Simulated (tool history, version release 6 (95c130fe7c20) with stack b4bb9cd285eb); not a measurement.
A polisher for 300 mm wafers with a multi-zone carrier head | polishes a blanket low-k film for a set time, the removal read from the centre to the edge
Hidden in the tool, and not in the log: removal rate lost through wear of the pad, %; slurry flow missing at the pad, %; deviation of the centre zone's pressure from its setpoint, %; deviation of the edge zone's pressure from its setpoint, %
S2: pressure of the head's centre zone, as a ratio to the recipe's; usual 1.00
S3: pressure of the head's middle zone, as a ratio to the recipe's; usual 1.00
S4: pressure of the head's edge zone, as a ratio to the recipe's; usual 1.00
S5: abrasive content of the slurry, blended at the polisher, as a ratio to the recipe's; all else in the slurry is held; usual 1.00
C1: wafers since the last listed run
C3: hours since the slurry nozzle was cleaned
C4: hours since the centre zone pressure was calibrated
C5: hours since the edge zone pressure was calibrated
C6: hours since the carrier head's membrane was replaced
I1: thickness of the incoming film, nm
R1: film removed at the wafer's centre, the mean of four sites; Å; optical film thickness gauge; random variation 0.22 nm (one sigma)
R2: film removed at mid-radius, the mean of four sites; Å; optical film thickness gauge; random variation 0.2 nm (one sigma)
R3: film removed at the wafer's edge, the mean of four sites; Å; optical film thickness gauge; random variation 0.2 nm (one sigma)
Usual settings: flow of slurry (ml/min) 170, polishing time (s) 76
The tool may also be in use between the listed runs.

run 1 hour=0.0 | flow_of_slurry_(ml/min)=170 S2=1.00 S3=1.00 S4=1.00 S5=1.00 polishing_time_(s)=76 | C1=0 wafers_polished_on_this_pad=3020 C3=179.3 C4=901.1 C5=657.3 C6=129.0 | I1=481.7 | R1=284 R2=296 R3=291
-- hour=4.2 worn pad replaced by a new one
run 2 hour=28.8 | flow_of_slurry_(ml/min)=170 S2=1.00 S3=1.00 S4=1.00 S5=1.00 polishing_time_(s)=76 | C1=298 wafers_polished_on_this_pad=295 C3=208.1 C4=929.9 C5=686.1 C6=157.8 | I1=476.1 | R1=292 R2=300 R3=298
-- hour=41.7 slurry nozzle cleaned
run 3 hour=51.9 | flow_of_slurry_(ml/min)=190 S2=1.08 S3=1.00 S4=1.00 S5=0.80 polishing_time_(s)=76 | C1=265 wafers_polished_on_this_pad=561 C3=10.2 C4=953.0 C5=709.2 C6=180.9 | I1=489.7 | R1=255 R2=246 R3=241
run 4 hour=68.0 | flow_of_slurry_(ml/min)=215 S2=1.00 S3=1.06 S4=1.09 S5=1.00 polishing_time_(s)=59 | C1=193 wafers_polished_on_this_pad=755 C3=26.3 C4=969.1 C5=725.3 C6=197.0 | I1=476.7 | R1=233 R2=248 R3=244
run 5 hour=82.6 | flow_of_slurry_(ml/min)=170 S2=1.00 S3=1.00 S4=1.00 S5=1.10 polishing_time_(s)=76 | C1=175 wafers_polished_on_this_pad=930 C3=40.9 C4=983.7 C5=739.9 C6=211.6 | I1=482.3 | R1=310 R2=318 R3=315
run 6 hour=99.2 | flow_of_slurry_(ml/min)=170 S2=1.00 S3=0.92 S4=1.00 S5=0.80 polishing_time_(s)=76 | C1=199 wafers_polished_on_this_pad=1130 C3=57.5 C4=1000.3 C5=756.5 C6=228.2 | I1=480.8 | R1=232 R2=225 R3=234
run 7 hour=112.6 | flow_of_slurry_(ml/min)=170 S2=1.00 S3=1.00 S4=1.00 S5=1.00 polishing_time_(s)=76 | C1=161 wafers_polished_on_this_pad=1291 C3=70.9 C4=1013.7 C5=769.9 C6=241.6 | I1=481.9 | R1=286 R2=297 R3=292
-- hour=116.2 centre zone pressure recalibrated
run 8 hour=145.6 | flow_of_slurry_(ml/min)=130 S2=1.00 S3=1.00 S4=1.00 S5=1.00 polishing_time_(s)=76 | C1=372 wafers_polished_on_this_pad=1663 C3=103.9 C4=29.4 C5=802.9 C6=274.6 | I1=485.7 | R1=276 R2=280 R3=277
run 9 hour=167.6 | flow_of_slurry_(ml/min)=170 S2=0.88 S3=1.00 S4=1.00 S5=1.00 polishing_time_(s)=76 | C1=264 wafers_polished_on_this_pad=1928 C3=125.9 C4=51.4 C5=824.9 C6=296.6 | I1=471.3 | R1=255 R2=295 R3=291
run 10 hour=202.0 | flow_of_slurry_(ml/min)=170 S2=1.00 S3=1.00 S4=1.00 S5=1.00 polishing_time_(s)=84 | C1=413 wafers_polished_on_this_pad=2341 C3=160.3 C4=85.8 C5=859.3 C6=331.0 | I1=477.7 | R1=317 R2=322 R3=319
-- hour=231.3 worn pad replaced by a new one
run 11 hour=231.8 | flow_of_slurry_(ml/min)=170 S2=1.00 S3=1.00 S4=1.00 S5=1.00 polishing_time_(s)=76 | C1=310 wafers_polished_on_this_pad=6 C3=190.1 C4=115.6 C5=889.1 C6=360.8 | I1=477.4 | R1=301 R2=309 R3=301
run 12 hour=247.1 | flow_of_slurry_(ml/min)=170 S2=1.00 S3=1.00 S4=0.94 S5=1.00 polishing_time_(s)=100 | C1=183 wafers_polished_on_this_pad=190 C3=205.4 C4=130.9 C5=904.4 C6=376.1 | I1=477.2 | R1=388 R2=401 R3=381
run 13 hour=267.2 | flow_of_slurry_(ml/min)=170 S2=1.00 S3=1.00 S4=1.00 S5=1.00 polishing_time_(s)=76 | C1=241 wafers_polished_on_this_pad=431 C3=225.5 C4=151.0 C5=924.5 C6=396.2 | I1=480.2 | R1=293 R2=302 R3=299
-- hour=290.8 slurry nozzle cleaned
run 14 hour=354.8 | flow_of_slurry_(ml/min)=220 S2=0.97 S3=1.06 S4=0.94 S5=1.00 polishing_time_(s)=76 | C1=1040 wafers_polished_on_this_pad=1472 C3=64.0 C4=238.6 C5=1012.1 C6=483.8 | I1=480.3 | R1=292 R2=322 R3=288
run 15 hour=370.0 | flow_of_slurry_(ml/min)=170 S2=1.00 S3=1.00 S4=1.05 S5=1.00 polishing_time_(s)=60 | C1=182 wafers_polished_on_this_pad=1655 C3=79.2 C4=253.8 C5=1027.3 C6=499.0 | I1=483.8 | R1=226 R2=234 R3=233
-- hour=380.0 edge zone pressure recalibrated
run 16 hour=398.7 | flow_of_slurry_(ml/min)=170 S2=1.00 S3=1.00 S4=1.00 S5=1.00 polishing_time_(s)=76 | C1=320 wafers_polished_on_this_pad=1976 C3=107.9 C4=282.5 C5=18.7 C6=527.7 | I1=480.6 | R1=286 R2=295 R3=291
-- hour=474.1 worn pad replaced by a new one
run 17 hour=497.0 | flow_of_slurry_(ml/min)=170 S2=1.00 S3=1.00 S4=1.00 S5=1.00 polishing_time_(s)=93 | C1=1133 wafers_polished_on_this_pad=274 C3=206.2 C4=380.8 C5=117.0 C6=626.0 | I1=475.4 | R1=363 R2=368 R3=365
run 18 hour=529.8 | flow_of_slurry_(ml/min)=170 S2=1.00 S3=1.00 S4=1.00 S5=1.15 polishing_time_(s)=76 | C1=394 wafers_polished_on_this_pad=669 C3=239.0 C4=413.6 C5=149.8 C6=658.8 | I1=474.8 | R1=321 R2=329 R3=326
-- hour=537.8 slurry nozzle cleaned
run 19 hour=542.6 | flow_of_slurry_(ml/min)=170 S2=1.04 S3=1.00 S4=1.07 S5=1.00 polishing_time_(s)=76 | C1=141 wafers_polished_on_this_pad=810 C3=4.8 C4=426.4 C5=162.6 C6=671.6 | I1=478.9 | R1=301 R2=297 R3=303
run 20 hour=557.1 | flow_of_slurry_(ml/min)=170 S2=1.00 S3=1.00 S4=1.00 S5=1.00 polishing_time_(s)=76 | C1=174 wafers_polished_on_this_pad=985 C3=19.3 C4=440.9 C5=177.1 C6=686.1 | I1=471.0 | R1=288 R2=295 R3=293
run 21 hour=579.7 | flow_of_slurry_(ml/min)=170 S2=1.00 S3=1.00 S4=1.04 S5=1.00 polishing_time_(s)=76 | C1=271 wafers_polished_on_this_pad=1256 C3=41.9 C4=463.5 C5=199.7 C6=708.7 | I1=475.6 | R1=287 R2=294 R3=295
run 22 hour=612.7 | flow_of_slurry_(ml/min)=170 S2=1.00 S3=1.00 S4=1.00 S5=1.00 polishing_time_(s)=76 | C1=396 wafers_polished_on_this_pad=1653 C3=74.9 C4=496.5 C5=232.7 C6=741.7 | I1=474.4 | R1=289 R2=294 R3=294
run 23 hour=637.3 | flow_of_slurry_(ml/min)=170 S2=1.00 S3=1.00 S4=1.00 S5=1.00 polishing_time_(s)=76 | C1=295 wafers_polished_on_this_pad=1949 C3=99.5 C4=521.1 C5=257.3 C6=766.3 | I1=479.9 | R1=286 R2=292 R3=287

3 ways to go on from here, each from the tool as it stands after run 23. What would each give?
run A hour=637.7 | flow_of_slurry_(ml/min)=170 S2=1.00 S3=1.00 S4=1.00 S5=1.00 polishing_time_(s)=76 | C1=4 wafers_polished_on_this_pad=1954 C3=99.9 C4=521.5 C5=257.7 C6=766.7 | I1=476.5 | R1=? R2=? R3=?
run B hour=637.7 | flow_of_slurry_(ml/min)=210 S2=1.03 S3=1.00 S4=1.06 S5=0.80 polishing_time_(s)=76 | C1=4 wafers_polished_on_this_pad=1954 C3=99.9 C4=521.5 C5=257.7 C6=766.7 | I1=476.5 | R1=? R2=? R3=?
run C hour=637.7 | flow_of_slurry_(ml/min)=170 S2=1.00 S3=1.00 S4=0.97 S5=1.30 polishing_time_(s)=76 | C1=4 wafers_polished_on_this_pad=1954 C3=99.9 C4=521.5 C5=257.7 C6=766.7 | I1=476.5 | R1=? R2=? R3=?

run=A R1=284 R2=296 R3=290
run=B R1=245 R2=247 R3=247
run=C R1=336 R2=350 R3=338
Without the tool's hidden state the same runs would have given:
run=A R1=298 R2=310 R3=304
run=B R1=256 R2=259 R3=258
run=C R1=352 R2=366 R3=355
